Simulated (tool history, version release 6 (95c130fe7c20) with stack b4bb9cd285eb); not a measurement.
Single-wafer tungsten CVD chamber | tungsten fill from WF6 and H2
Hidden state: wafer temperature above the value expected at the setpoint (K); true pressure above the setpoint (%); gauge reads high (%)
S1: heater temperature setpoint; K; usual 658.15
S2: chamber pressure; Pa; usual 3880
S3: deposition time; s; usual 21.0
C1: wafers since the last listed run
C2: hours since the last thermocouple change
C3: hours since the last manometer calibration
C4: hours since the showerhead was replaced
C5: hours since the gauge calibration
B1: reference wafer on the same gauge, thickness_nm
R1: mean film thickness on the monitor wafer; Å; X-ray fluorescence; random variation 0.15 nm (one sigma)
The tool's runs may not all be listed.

| run | hour | S1 | S2 | S3 | C1 | C2 | C3 | C4 | C5 | B1 | R1 |
|---|---|---|---|---|---|---|---|---|---|---|---|
| 1 | 0.0 | 658.15 | 3880 | 18.3 | 0 | 2692.3 | 928.4 | 5900.0 | 152.8 | 49.982 | 334.56 |
| 2 | 15.8 | 658.15 | 3880 | 18.3 | 319 | 2708.1 | 944.2 | 5915.8 | 168.6 | 49.961 | 332.66 |
| 3 | 22.9 | 658.15 | 3880 | 18.3 | 143 | 2715.2 | 951.3 | 5922.9 | 175.7 | 49.918 | 334.82 |
| 4 | 53.0 | 653.15 | 3880 | 21.0 | 607 | 2745.3 | 981.4 | 5953.0 | 205.8 | 49.993 | 338.06 |
| 5 | 69.7 | 653.15 | 3880 | 21.0 | 337 | 2762.0 | 998.1 | 5969.7 | 222.5 | 50.035 | 338.75 |
| 6 | 80.6 | 653.15 | 3880 | 21.0 | 220 | 2772.9 | 1009.0 | 5980.6 | 233.4 | 49.992 | 338.20 |
| 7 | 93.5 | 658.15 | 3880 | 21.0 | 260 | 2785.8 | 1021.9 | 5993.5 | 246.3 | 49.967 | 382.86 |
| 8 | 102.5 | 658.15 | 3880 | 22.6 | 181 | 2794.8 | 1030.9 | 6002.5 | 255.3 | 50.036 | 410.46 |
| 9 | 109.3 | 658.15 | 3880 | 18.0 | 137 | 2801.6 | 1037.7 | 6009.3 | 262.1 | 49.993 | 327.10 |
| 10 | 116.0 | 658.15 | 3880 | 18.0 | 135 | 2808.3 | 1044.4 | 6016.0 | 268.8 | 50.013 | 324.92 |
| 11 | 152.6 | 658.15 | 3880 | 18.0 | 739 | 2844.9 | 1081.0 | 6052.6 | 305.4 | 50.023 | 325.19 |
|  | 167.1 | thermocouple changed; heater temperature recalibrated |
| 12 | 167.6 | 658.15 | 3880 | 21.0 | 141 | 0.5 | 1096.0 | 6067.6 | 320.4 | 49.926 | 438.03 |
| 13 | 171.8 | 662.15 | 3213 | 21.0 | 84 | 4.7 | 1100.2 | 6071.8 | 324.6 | 49.991 | 420.07 |
|  | 186.2 | showerhead replaced |
|  | 186.5 | gauge calibrated |
| 14 | 186.7 | 658.15 | 3880 | 17.9 | 139 | 19.6 | 1115.1 | 0.5 | 0.2 | 50.022 | 369.20 |
|  | 197.4 | capacitance manometer re-zeroed and calibrated |
| 15 | 197.9 | 658.15 | 3880 | 21.0 | 64 | 30.8 | 0.5 | 11.7 | 11.4 | 49.994 | 435.90 |
| 16 | 201.1 | 652.15 | 4680 | 19.3 | 64 | 34.0 | 3.7 | 14.9 | 14.6 | 50.000 | 392.04 |
| 17 | 208.6 | 662.15 | 4213 | 23.0 | 151 | 41.5 | 11.2 | 22.4 | 22.1 | 49.962 | 553.69 |
| 18 | 218.4 | 667.15 | 3506 | 22.6 | 197 | 51.3 | 21.0 | 32.2 | 31.9 | 50.023 | 537.85 |
| 19 | 233.7 | 648.15 | 3880 | 24.5 | 308 | 66.6 | 36.3 | 47.5 | 47.2 | 49.958 | 405.29 |
| 20 | 244.6 | 653.15 | 3880 | 21.0 | 220 | 77.5 | 47.2 | 58.4 | 58.1 | 50.024 | 388.16 |
| 21 | 254.8 | 643.15 | 3880 | 21.0 | 205 | 87.7 | 57.4 | 68.6 | 68.3 | 49.961 | 308.45 |
| 22 | 270.7 | 658.15 | 3880 | 22.5 | 321 | 103.6 | 73.3 | 84.5 | 84.2 | 49.997 | 465.88 |
| 23 | 308.9 | 658.15 | 3880 | 19.4 | 771 | 141.8 | 111.5 | 122.7 | 122.4 | 50.003 | 399.43 |
| 24 | 321.2 | 658.15 | 3880 | 16.9 | 248 | 154.1 | 123.8 | 135.0 | 134.7 | 49.977 | 348.84 |

Some steps in R1 between neighbouring runs. How much of each would the tool show without its hidden state too (settings, what came in, random variation), and how much is left for the hidden state, with any gauge scatter that isn't in both results?
Run 8 -> 9: S3 22.6 -> 18.0. R1 -83.36 Å: hidden state +13.91, all else -97.27.
Run 11 -> 12: S3 18.0 -> 21.0, thermocouple changed; heater temperature recalibrated. R1 +112.84 Å: hidden state +48.14, all else +64.70.
Run 16 -> 17: S1 652.15 -> 662.15, S2 4680 -> 4213, S3 19.3 -> 23.0. R1 +161.65 Å: hidden state -2.96, all else +164.61.
Run 21 -> 22: S1 643.15 -> 658.15, S3 21.0 -> 22.5. R1 +157.43 Å: hidden state -3.37, all else +160.80.

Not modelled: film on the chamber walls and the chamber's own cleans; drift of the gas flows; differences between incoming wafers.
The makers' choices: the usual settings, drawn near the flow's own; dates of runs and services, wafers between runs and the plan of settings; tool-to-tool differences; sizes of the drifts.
